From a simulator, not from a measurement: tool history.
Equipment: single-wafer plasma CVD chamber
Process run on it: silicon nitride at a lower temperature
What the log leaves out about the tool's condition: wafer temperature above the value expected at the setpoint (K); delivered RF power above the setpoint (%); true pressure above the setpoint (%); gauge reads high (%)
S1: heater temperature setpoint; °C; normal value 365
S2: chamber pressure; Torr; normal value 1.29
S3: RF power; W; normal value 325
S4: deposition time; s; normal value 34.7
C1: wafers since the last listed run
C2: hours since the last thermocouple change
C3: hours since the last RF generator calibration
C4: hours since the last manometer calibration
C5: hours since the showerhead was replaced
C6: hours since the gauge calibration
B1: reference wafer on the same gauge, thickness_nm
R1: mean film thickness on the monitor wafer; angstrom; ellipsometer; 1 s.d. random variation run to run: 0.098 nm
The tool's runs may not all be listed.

run 1 hour=0 | S1=365 S2=1.2 S3=325 S4=34.7 | C1=0 C2=1407.6 C3=2475.1 C4=2107.3 C5=1987.7 C6=1090.8 | B1=44.77 | R1=403.68
run 2 hour=29.9 | S1=365 S2=1.2 S3=325 S4=34.7 | C1=574 C2=1437.5 C3=2505 C4=2137.2 C5=2017.6 C6=1120.7 | B1=44.89 | R1=402.52
run 3 hour=51.4 | S1=365 S2=1.29 S3=325 S4=34.7 | C1=413 C2=1459 C3=2526.5 C4=2158.7 C5=2039.1 C6=1142.2 | B1=44.872 | R1=408.56
run 4 hour=63.8 | S1=365 S2=1.29 S3=325 S4=34.7 | C1=238 C2=1471.4 C3=2538.9 C4=2171.1 C5=2051.5 C6=1154.6 | B1=44.916 | R1=410.55
-- hour=71.6 gauge calibrated
run 5 hour=79.4 | S1=365 S2=1.29 S3=325 S4=34.7 | C1=299 C2=1487 C3=2554.5 C4=2186.7 C5=2067.1 C6=7.8 | B1=43.821 | R1=399.24
-- hour=91.6 thermocouple changed; heater temperature recalibrated
run 6 hour=105.8 | S1=365 S2=1.29 S3=325 S4=34.7 | C1=353 C2=14.2 C3=2580.9 C4=2213.1 C5=2093.5 C6=34.2 | B1=43.857 | R1=399.93
-- hour=155.5 capacitance manometer re-zeroed and calibrated
run 7 hour=186.9 | S1=365 S2=1.29 S3=325 S4=34.7 | C1=1404 C2=95.3 C3=2662 C4=31.4 C5=2174.6 C6=115.3 | B1=43.834 | R1=398.91
-- hour=219.1 RF generator calibrated
run 8 hour=219.6 | S1=365 S2=1.29 S3=325 S4=34.7 | C1=474 C2=128 C3=0.5 C4=64.1 C5=2207.3 C6=148 | B1=43.849 | R1=399.95
run 9 hour=229.8 | S1=365 S2=1.29 S3=325 S4=34.7 | C1=195 C2=138.2 C3=10.7 C4=74.3 C5=2217.5 C6=158.2 | B1=43.837 | R1=402.29
run 10 hour=244.8 | S1=365 S2=1.29 S3=325 S4=34.7 | C1=288 C2=153.2 C3=25.7 C4=89.3 C5=2232.5 C6=173.2 | B1=43.858 | R1=399.89
run 11 hour=260.3 | S1=365 S2=1.29 S3=325 S4=34.7 | C1=297 C2=168.7 C3=41.2 C4=104.8 C5=2248 C6=188.7 | B1=43.843 | R1=399.17
-- hour=275.6 showerhead replaced
run 12 hour=276.1 | S1=365 S2=1.29 S3=325 S4=34.7 | C1=149 C2=184.5 C3=57 C4=120.6 C5=0.5 C6=204.5 | B1=43.854 | R1=400.92
run 13 hour=290.5 | S1=365 S2=1.29 S3=325 S4=34.7 | C1=276 C2=198.9 C3=71.4 C4=135 C5=14.9 C6=218.9 | B1=43.905 | R1=401.04
run 14 hour=324.9 | S1=365 S2=1.29 S3=325 S4=32.4 | C1=660 C2=233.3 C3=105.8 C4=169.4 C5=49.3 C6=253.3 | B1=43.9 | R1=374.09
run 15 hour=341.1 | S1=354 S2=1.4 S3=325 S4=30.4 | C1=311 C2=249.5 C3=122 C4=185.6 C5=65.5 C6=269.5 | B1=43.843 | R1=358.13
run 16 hour=353.4 | S1=373 S2=1.09 S3=325 S4=34.7 | C1=236 C2=261.8 C3=134.3 C4=197.9 C5=77.8 C6=281.8 | B1=43.895 | R1=388.38
run 17 hour=375.9 | S1=365 S2=1.42 S3=325 S4=34.7 | C1=432 C2=284.3 C3=156.8 C4=220.4 C5=100.3 C6=304.3 | B1=43.922 | R1=406.15
run 18 hour=410.3 | S1=365 S2=1.47 S3=365 S4=34.7 | C1=660 C2=318.7 C3=191.2 C4=254.8 C5=134.7 C6=338.7 | B1=43.944 | R1=452.09
run 19 hour=423.7 | S1=365 S2=1.29 S3=285 S4=34.7 | C1=257 C2=332.1 C3=204.6 C4=268.2 C5=148.1 C6=352.1 | B1=43.927 | R1=356.3
run 20 hour=437.2 | S1=365 S2=1.21 S3=325 S4=29.7 | C1=259 C2=345.6 C3=218.1 C4=281.7 C5=161.6 C6=365.6 | B1=43.905 | R1=339.78
run 21 hour=467.7 | S1=365 S2=1.52 S3=325 S4=40.5 | C1=585 C2=376.1 C3=248.6 C4=312.2 C5=192.1 C6=396.1 | B1=43.899 | R1=480.93
run 22 hour=489.9 | S1=365 S2=1.2 S3=325 S4=34.7 | C1=426 C2=398.3 C3=270.8 C4=334.4 C5=214.3 C6=418.3 | B1=43.935 | R1=398.63
run 23 hour=522.7 | S1=365 S2=1.29 S3=325 S4=34.7 | C1=630 C2=431.1 C3=303.6 C4=367.2 C5=247.1 C6=451.1 | B1=43.972 | R1=401.69
run 24 hour=556.1 | S1=365 S2=1.29 S3=325 S4=34.7 | C1=641 C2=464.5 C3=337 C4=400.6 C5=280.5 C6=484.5 | B1=43.982 | R1=399.67
run 25 hour=575.5 | S1=357 S2=1.29 S3=325 S4=41.6 | C1=372 C2=483.9 C3=356.4 C4=420 C5=299.9 C6=503.9 | B1=43.995 | R1=481.84
run 26 hour=604.9 | S1=375 S2=1.29 S3=325 S4=30.4 | C1=564 C2=513.3 C3=385.8 C4=449.4 C5=329.3 C6=533.3 | B1=44.047 | R1=348.77
run 27 hour=621.2 | S1=365 S2=1.29 S3=325 S4=34.7 | C1=313 C2=529.6 C3=402.1 C4=465.7 C5=345.6 C6=549.6 | B1=43.963 | R1=400.87
run 28 hour=633.4 | S1=365 S2=1 S3=325 S4=32.4 | C1=234 C2=541.8 C3=414.3 C4=477.9 C5=357.8 C6=561.8 | B1=44.06 | R1=360.69
run 29 hour=660.7 | S1=365 S2=1.29 S3=375 S4=34.7 | C1=524 C2=569.1 C3=441.6 C4=505.2 C5=385.1 C6=589.1 | B1=44.053 | R1=452.94
run 30 hour=675.6 | S1=365 S2=1.29 S3=325 S4=34.7 | C1=286 C2=584 C3=456.5 C4=520.1 C5=400 C6=604 | B1=44.092 | R1=402.53

For some of the steps in R1 from one run to the next: how much would appear even if the tool had no hidden state, given the settings, what came in and random variation, and how much remains for the hidden state plus any gauge scatter that the measured result and the result without hidden state don't share?
Run 1 -> 2: no setting touched and nothing written in the log between the runs. R1 -1.16 angstrom: hidden state +0.37, all else -1.53.
Run 2 -> 3: S2 1.2 -> 1.29. R1 +6.04 angstrom: hidden state +0.4, all else +5.64.
Run 4 -> 5: gauge calibrated. R1 -11.31 angstrom: hidden state -10.01, all else -1.3.
Run 18 -> 19: S2 1.47 -> 1.29, S3 365 -> 285. R1 -95.79 angstrom: hidden state +0.25, all else -96.04.
Run 20 -> 21: S2 1.21 -> 1.52, S4 29.7 -> 40.5. R1 +141.15 angstrom: hidden state -0.09, all else +141.24.
Run 25 -> 26: S1 357 -> 375, S4 41.6 -> 30.4. R1 -133.07 angstrom: hidden state +0.17, all else -133.24.
